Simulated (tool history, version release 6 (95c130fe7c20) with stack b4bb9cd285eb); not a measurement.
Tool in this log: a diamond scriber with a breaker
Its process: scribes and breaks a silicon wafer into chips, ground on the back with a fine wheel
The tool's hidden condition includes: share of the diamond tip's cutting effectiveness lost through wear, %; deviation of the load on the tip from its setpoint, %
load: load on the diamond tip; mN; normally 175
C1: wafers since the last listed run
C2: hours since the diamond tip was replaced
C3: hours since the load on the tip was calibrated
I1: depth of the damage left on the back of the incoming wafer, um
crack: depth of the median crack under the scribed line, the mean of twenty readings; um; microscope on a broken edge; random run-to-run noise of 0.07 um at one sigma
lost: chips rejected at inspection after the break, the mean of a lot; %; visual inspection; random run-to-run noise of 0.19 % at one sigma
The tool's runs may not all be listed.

{"run": 1, "hour": 0.0, "load": 175, "C1": 0, "C2": 267.5, "C3": 945.4, "I1": 2.85, "crack": 6.55, "lost": 12.39}
{"run": 2, "hour": 25.8, "load": 175, "C1": 56, "C2": 293.3, "C3": 971.2, "I1": 2.71, "crack": 6.46, "lost": 11.22}
{"run": 3, "hour": 57.2, "load": 175, "C1": 69, "C2": 324.7, "C3": 1002.6, "I1": 2.01, "crack": 6.39, "lost": 8.8}
{"run": 4, "hour": 82.2, "load": 194, "C1": 54, "C2": 349.7, "C3": 1027.6, "I1": 1.89, "crack": 6.72, "lost": 4.82}
{"hour": 94.5, "done": "diamond tip replaced by a new one"}
{"run": 5, "hour": 112.3, "load": 194, "C1": 61, "C2": 17.8, "C3": 1057.7, "I1": 2.43, "crack": 7.6, "lost": 3.3}
{"run": 6, "hour": 126.0, "load": 194, "C1": 30, "C2": 31.5, "C3": 1071.4, "I1": 2.85, "crack": 7.45, "lost": 4.77}
{"run": 7, "hour": 150.0, "load": 145, "C1": 52, "C2": 55.5, "C3": 1095.4, "I1": 2.5, "crack": 6.56, "lost": 9.91}
{"run": 8, "hour": 166.1, "load": 175, "C1": 35, "C2": 71.6, "C3": 1111.5, "I1": 2.76, "crack": 7.02, "lost": 7.28}
{"run": 9, "hour": 189.3, "load": 175, "C1": 51, "C2": 94.8, "C3": 1134.7, "I1": 2.29, "crack": 6.9, "lost": 4.99}
{"run": 10, "hour": 215.1, "load": 175, "C1": 56, "C2": 120.6, "C3": 1160.5, "I1": 2.1, "crack": 6.75, "lost": 5.15}
{"run": 11, "hour": 230.2, "load": 175, "C1": 33, "C2": 135.7, "C3": 1175.6, "I1": 1.99, "crack": 6.8, "lost": 5.55}
{"run": 12, "hour": 302.0, "load": 175, "C1": 157, "C2": 207.5, "C3": 1247.4, "I1": 1.83, "crack": 6.74, "lost": 5.5}
{"run": 13, "hour": 320.4, "load": 175, "C1": 40, "C2": 225.9, "C3": 1265.8, "I1": 1.88, "crack": 6.66, "lost": 6.18}
{"hour": 336.9, "done": "load on the tip recalibrated"}
{"run": 14, "hour": 353.4, "load": 207, "C1": 68, "C2": 258.9, "C3": 16.5, "I1": 2.76, "crack": 7.04, "lost": 6.33}
{"run": 15, "hour": 366.7, "load": 139, "C1": 29, "C2": 272.2, "C3": 29.8, "I1": 2.98, "crack": 6.05, "lost": 19.59}
{"run": 16, "hour": 384.3, "load": 175, "C1": 38, "C2": 289.8, "C3": 47.4, "I1": 2.38, "crack": 6.61, "lost": 9.33}
{"hour": 388.3, "done": "diamond tip replaced by a new one"}
{"run": 17, "hour": 400.8, "load": 190, "C1": 31, "C2": 12.5, "C3": 63.9, "I1": 2.77, "crack": 7.63, "lost": 4.9}
{"run": 18, "hour": 414.9, "load": 175, "C1": 31, "C2": 26.6, "C3": 78.0, "I1": 2.62, "crack": 7.24, "lost": 4.74}
{"run": 19, "hour": 448.8, "load": 151, "C1": 74, "C2": 60.5, "C3": 111.9, "I1": 1.51, "crack": 6.62, "lost": 5.92}
{"run": 20, "hour": 470.0, "load": 175, "C1": 46, "C2": 81.7, "C3": 133.1, "I1": 1.98, "crack": 6.95, "lost": 4.31}
{"run": 21, "hour": 485.2, "load": 148, "C1": 33, "C2": 96.9, "C3": 148.3, "I1": 1.71, "crack": 6.39, "lost": 8.67}
{"run": 22, "hour": 516.4, "load": 198, "C1": 68, "C2": 128.1, "C3": 179.5, "I1": 2.78, "crack": 7.23, "lost": 5.61}
{"run": 23, "hour": 544.5, "load": 206, "C1": 61, "C2": 156.2, "C3": 207.6, "I1": 2.42, "crack": 7.22, "lost": 4.45}
{"run": 24, "hour": 557.0, "load": 203, "C1": 27, "C2": 168.7, "C3": 220.1, "I1": 2.78, "crack": 7.01, "lost": 5.84}
{"run": 25, "hour": 580.0, "load": 148, "C1": 50, "C2": 191.7, "C3": 243.1, "I1": 2.8, "crack": 6.16, "lost": 15.12}

Predict each of these 3 candidate next runs independently; none follows another, all start after run 25:
{"run": "A", "hour": 580.7, "load": 214, "C1": 1, "C2": 192.4, "C3": 243.8, "I1": 2.34, "crack": "?", "lost": "?"}
{"run": "B", "hour": 580.7, "load": 224, "C1": 1, "C2": 192.4, "C3": 243.8, "I1": 2.34, "crack": "?", "lost": "?"}
{"run": "C", "hour": 580.7, "load": 124, "C1": 1, "C2": 192.4, "C3": 243.8, "I1": 2.34, "crack": "?", "lost": "?"}

run=A crack=7.39 lost=3.45
run=B crack=7.55 lost=3.14
run=C crack=5.88 lost=20.75
Without the tool's unlogged condition, the same runs would have read:
run=A crack=8.28 lost=4.67
run=B crack=8.46 lost=5.66
run=C crack=6.59 lost=9.18

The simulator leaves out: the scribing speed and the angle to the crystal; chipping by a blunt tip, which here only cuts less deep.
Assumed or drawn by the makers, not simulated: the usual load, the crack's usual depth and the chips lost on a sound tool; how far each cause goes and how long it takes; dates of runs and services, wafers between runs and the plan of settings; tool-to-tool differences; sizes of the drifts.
